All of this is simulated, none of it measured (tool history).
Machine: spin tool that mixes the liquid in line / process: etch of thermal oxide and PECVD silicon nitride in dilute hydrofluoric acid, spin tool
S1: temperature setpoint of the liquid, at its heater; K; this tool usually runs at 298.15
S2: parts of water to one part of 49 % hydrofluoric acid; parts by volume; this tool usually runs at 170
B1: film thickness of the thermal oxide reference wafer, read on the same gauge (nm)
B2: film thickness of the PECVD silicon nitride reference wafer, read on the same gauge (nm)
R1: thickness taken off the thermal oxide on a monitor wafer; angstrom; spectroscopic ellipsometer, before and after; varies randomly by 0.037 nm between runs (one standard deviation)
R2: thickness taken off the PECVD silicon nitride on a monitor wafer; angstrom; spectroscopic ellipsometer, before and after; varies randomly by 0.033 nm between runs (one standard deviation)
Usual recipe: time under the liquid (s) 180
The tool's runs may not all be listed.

Run 1, day 0: usual settings but S2 150 parts by volume, time under the liquid (s) 100; B1 79.997; B2 89.99. Result: R1 28.67 angstrom, R2 27.27 angstrom.
Run 2, day 1.208: usual settings but S2 150 parts by volume, time under the liquid (s) 100; B1 80.002; B2 89.96. Result: R1 28.56 angstrom, R2 27.35 angstrom.
Run 3, day 2.629: usual settings; B1 79.998; B2 89.991. Result: R1 44.45 angstrom, R2 43.11 angstrom.
Run 4, day 4.204: usual settings; B1 79.99; B2 89.988. Result: R1 44.33 angstrom, R2 43.65 angstrom.
Run 5, day 5.412: usual settings but S2 220 parts by volume; B1 79.982; B2 89.997. Result: R1 32.22 angstrom, R2 33.55 angstrom.
Run 6, day 7.246: usual settings but S1 300.15 K; B1 79.949; B2 90.004. Result: R1 47.68 angstrom, R2 48.85 angstrom.
Run 7, day 10.038: usual settings; B1 80.054; B2 89.996. Result: R1 44.16 angstrom, R2 42.82 angstrom.
Run 8, day 11.717: usual settings; B1 80.055; B2 89.98. Result: R1 43.28 angstrom, R2 43.06 angstrom.
Run 9, day 13.742: usual settings but S2 150 parts by volume; B1 79.982; B2 90.022. Result: R1 50.3 angstrom, R2 48.36 angstrom.
At day 16.242: hydrofluoric acid flow meter replaced.
Run 10, day 20.362: usual settings but S2 150 parts by volume; B1 80.013; B2 89.999. Result: R1 55.38 angstrom, R2 52.96 angstrom.
Run 11, day 21.783: usual settings but S1 296.15 K; B1 79.966; B2 89.996. Result: R1 44.95 angstrom, R2 40.81 angstrom.
Run 12, day 23.667: usual settings but S2 240 parts by volume; B1 79.996; B2 89.991. Result: R1 31.45 angstrom, R2 32.73 angstrom.
At day 24.354: gauge calibrated.
Run 13, day 26.438: usual settings but time under the liquid (s) 255; B1 79.941; B2 90.01. Result: R1 66.99 angstrom, R2 65.88 angstrom.
Run 14, day 29.375: usual settings; B1 80.007; B2 90.001. Result: R1 47.25 angstrom, R2 46.25 angstrom.
At day 30.712: thermometer replaced.
Run 15, day 32.1: usual settings but S2 150 parts by volume; B1 80.025; B2 90.003. Result: R1 55.07 angstrom, R2 52.19 angstrom.
Run 16, day 34.367: usual settings; B1 80.032; B2 89.997. Result: R1 48.04 angstrom, R2 45.64 angstrom.
Run 17, day 36.808: usual settings but S2 110 parts by volume; B1 80.052; B2 90.002. Result: R1 78.14 angstrom, R2 71.21 angstrom.
Run 18, day 37.933: usual settings but S1 300.15 K, S2 225 parts by volume, time under the liquid (s) 145; B1 79.966; B2 90.029. Result: R1 29.06 angstrom, R2 31.27 angstrom.
Run 19, day 39.133: usual settings but S1 301.15 K, S2 125 parts by volume, time under the liquid (s) 265; B1 79.965; B2 89.995. Result: R1 112.04 angstrom, R2 110.28 angstrom.
Run 20, day 40.421: usual settings but S1 300.15 K, S2 200 parts by volume, time under the liquid (s) 100; B1 80.033; B2 90.04. Result: R1 23.03 angstrom, R2 24.2 angstrom.
Run 21, day 42.621: usual settings but time under the liquid (s) 220; B1 80.035; B2 90.011. Result: R1 56.42 angstrom, R2 56.04 angstrom.
Run 22, day 45.296: usual settings but S1 294.65 K, time under the liquid (s) 220; B1 80; B2 90.023. Result: R1 49.12 angstrom, R2 43.89 angstrom.
Run 23, day 47.917: usual settings but S1 302.15 K, S2 255 parts by volume, time under the liquid (s) 115; B1 79.996; B2 89.999. Result: R1 20.45 angstrom, R2 24.45 angstrom.

Forecast each of these 5 alternatives for the next run:
Run A, day 47.938: usual settings but S2 135 parts by volume; B1 ?; B2 ?. Result: R1 ?, R2 ?.
Run B, day 47.938: usual settings but S1 300.65 K, S2 125 parts by volume; B1 ?; B2 ?. Result: R1 ?, R2 ?.
Run C, day 47.938: usual settings but S1 293.65 K, S2 135 parts by volume, time under the liquid (s) 240; B1 ?; B2 ?. Result: R1 ?, R2 ?.
Run D, day 47.938: usual settings but S1 293.65 K, S2 210 parts by volume, time under the liquid (s) 145; B1 ?; B2 ?. Result: R1 ?, R2 ?.
Run E, day 47.938: usual settings but S1 293.65 K, time under the liquid (s) 130; B1 ?; B2 ?. Result: R1 ?, R2 ?.

run      B1      B2     R1     R2
  A  80.022  89.946  61.04  56.91
  B  80.022  89.946  73.39  72.04
  C  80.022  89.946  68.32  56.52
  D  80.022  89.946  24.49   22.2
  E  80.022  89.946  28.28  24.45
Stripped of hidden state, with their random variation kept, the same runs would have yielded:
run     R1     R2
  A  64.85  59.92
  B  77.97  75.89
  C  72.52  59.47
  D  26.08  23.35
  E  30.07  25.72
